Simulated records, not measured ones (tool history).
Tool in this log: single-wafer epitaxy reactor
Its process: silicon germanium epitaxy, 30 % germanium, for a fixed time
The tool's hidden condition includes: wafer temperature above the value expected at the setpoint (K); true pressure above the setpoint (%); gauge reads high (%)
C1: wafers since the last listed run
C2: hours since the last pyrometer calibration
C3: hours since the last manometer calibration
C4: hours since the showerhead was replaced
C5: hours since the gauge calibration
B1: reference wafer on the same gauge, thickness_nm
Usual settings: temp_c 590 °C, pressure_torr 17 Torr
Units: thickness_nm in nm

run 1 hour=0 | temp_c=590 pressure_torr=15.2 | C1=0 C2=2158 C3=1055 C4=4019.6 C5=946.3 | B1=38.612 | thickness_nm=44.698
run 2 hour=58.1 | temp_c=590 pressure_torr=17 | C1=802 C2=2216.1 C3=1113.1 C4=4077.7 C5=1004.4 | B1=38.598 | thickness_nm=46.243
run 3 hour=104 | temp_c=590 pressure_torr=17 | C1=633 C2=2262 C3=1159 C4=4123.6 C5=1050.3 | B1=38.597 | thickness_nm=46.197
run 4 hour=171.2 | temp_c=590 pressure_torr=17 | C1=927 C2=2329.2 C3=1226.2 C4=4190.8 C5=1117.5 | B1=38.6 | thickness_nm=46.248
run 5 hour=251.3 | temp_c=590 pressure_torr=17 | C1=1106 C2=2409.3 C3=1306.3 C4=4270.9 C5=1197.6 | B1=38.617 | thickness_nm=46.187
run 6 hour=309.3 | temp_c=590 pressure_torr=20 | C1=800 C2=2467.3 C3=1364.3 C4=4328.9 C5=1255.6 | B1=38.593 | thickness_nm=48.717
-- hour=412.7 gauge calibrated
run 7 hour=412.8 | temp_c=590 pressure_torr=20 | C1=1429 C2=2570.8 C3=1467.8 C4=4432.4 C5=0.1 | B1=38.61 | thickness_nm=48.993
run 8 hour=485 | temp_c=590 pressure_torr=20 | C1=996 C2=2643 C3=1540 C4=4504.6 C5=72.3 | B1=38.627 | thickness_nm=48.611
run 9 hour=606.1 | temp_c=590 pressure_torr=17 | C1=1672 C2=2764.1 C3=1661.1 C4=4625.7 C5=193.4 | B1=38.596 | thickness_nm=46.201
run 10 hour=699.8 | temp_c=581 pressure_torr=14.8 | C1=1293 C2=2857.8 C3=1754.8 C4=4719.4 C5=287.1 | B1=38.607 | thickness_nm=38.235
run 11 hour=788.9 | temp_c=590 pressure_torr=17 | C1=1230 C2=2946.9 C3=1843.9 C4=4808.5 C5=376.2 | B1=38.593 | thickness_nm=46.218
-- hour=802.9 pyrometer calibrated
run 12 hour=833.3 | temp_c=590 pressure_torr=17 | C1=502 C2=30.4 C3=1888.3 C4=4852.9 C5=420.6 | B1=38.605 | thickness_nm=46.216
run 13 hour=896.2 | temp_c=590 pressure_torr=17 | C1=868 C2=93.3 C3=1951.2 C4=4915.8 C5=483.5 | B1=38.591 | thickness_nm=46.082
run 14 hour=958.2 | temp_c=590 pressure_torr=17 | C1=856 C2=155.3 C3=2013.2 C4=4977.8 C5=545.5 | B1=38.603 | thickness_nm=46.124
run 15 hour=1017.1 | temp_c=602 pressure_torr=13 | C1=813 C2=214.2 C3=2072.1 C4=5036.7 C5=604.4 | B1=38.616 | thickness_nm=51.617
run 16 hour=1080.6 | temp_c=601 pressure_torr=14 | C1=876 C2=277.7 C3=2135.6 C4=5100.2 C5=667.9 | B1=38.612 | thickness_nm=52.143
-- hour=1108.2 capacitance manometer re-zeroed and calibrated
-- hour=1123.6 showerhead replaced
run 17 hour=1182.3 | temp_c=597 pressure_torr=21 | C1=1183 C2=379.4 C3=74.1 C4=58.7 C5=769.6 | B1=38.579 | thickness_nm=55.484
run 18 hour=1244.1 | temp_c=590 pressure_torr=17 | C1=853 C2=441.2 C3=135.9 C4=120.5 C5=831.4 | B1=38.612 | thickness_nm=46.129
run 19 hour=1290.2 | temp_c=595 pressure_torr=18.8 | C1=636 C2=487.3 C3=182 C4=166.6 C5=877.5 | B1=38.594 | thickness_nm=51.746
run 20 hour=1333.8 | temp_c=581 pressure_torr=18.2 | C1=602 C2=530.9 C3=225.6 C4=210.2 C5=921.1 | B1=38.619 | thickness_nm=40.686
run 21 hour=1409.9 | temp_c=602 pressure_torr=18.1 | C1=1050 C2=607 C3=301.7 C4=286.3 C5=997.2 | B1=38.612 | thickness_nm=57.378
run 22 hour=1451.8 | temp_c=603 pressure_torr=19.4 | C1=578 C2=648.9 C3=343.6 C4=328.2 C5=1039.1 | B1=38.588 | thickness_nm=59.454
run 23 hour=1547.6 | temp_c=583 pressure_torr=17 | C1=1322 C2=744.7 C3=439.4 C4=424 C5=1134.9 | B1=38.6 | thickness_nm=41.237
run 24 hour=1628.2 | temp_c=590 pressure_torr=17 | C1=1112 C2=825.3 C3=520 C4=504.6 C5=1215.5 | B1=38.597 | thickness_nm=46.364
-- hour=1703.3 gauge calibrated
run 25 hour=1714.5 | temp_c=604 pressure_torr=15.7 | C1=1191 C2=911.6 C3=606.3 C4=590.9 C5=11.2 | B1=38.576 | thickness_nm=56.471
run 26 hour=1760.9 | temp_c=600 pressure_torr=20.6 | C1=640 C2=958 C3=652.7 C4=637.3 C5=57.6 | B1=38.604 | thickness_nm=57.932
run 27 hour=1836.7 | temp_c=590 pressure_torr=17 | C1=1046 C2=1033.8 C3=728.5 C4=713.1 C5=133.4 | B1=38.588 | thickness_nm=46.086
run 28 hour=1922.9 | temp_c=604 pressure_torr=14.9 | C1=1190 C2=1120 C3=814.7 C4=799.3 C5=219.6 | B1=38.598 | thickness_nm=55.722
run 29 hour=2010.9 | temp_c=590 pressure_torr=17 | C1=1215 C2=1208 C3=902.7 C4=887.3 C5=307.6 | B1=38.576 | thickness_nm=46.369
run 30 hour=2111.2 | temp_c=590 pressure_torr=17 | C1=1384 C2=1308.3 C3=1003 C4=987.6 C5=407.9 | B1=38.601 | thickness_nm=46.384
run 31 hour=2165.8 | temp_c=576 pressure_torr=13.9 | C1=753 C2=1362.9 C3=1057.6 C4=1042.2 C5=462.5 | B1=38.608 | thickness_nm=34.313

Estimate the outcome of run 32 from the log above:
run 32 hour=2215.6 | temp_c=590 pressure_torr=17 | C1=687 C2=1412.7 C3=1107.4 C4=1092 C5=512.3 | B1=? | thickness_nm=?

B1: 38.6
thickness_nm: 46.057 nm
Were there no unlogged condition in the tool, this run, its random variation unchanged, would have produced thickness_nm 46.057 nm.

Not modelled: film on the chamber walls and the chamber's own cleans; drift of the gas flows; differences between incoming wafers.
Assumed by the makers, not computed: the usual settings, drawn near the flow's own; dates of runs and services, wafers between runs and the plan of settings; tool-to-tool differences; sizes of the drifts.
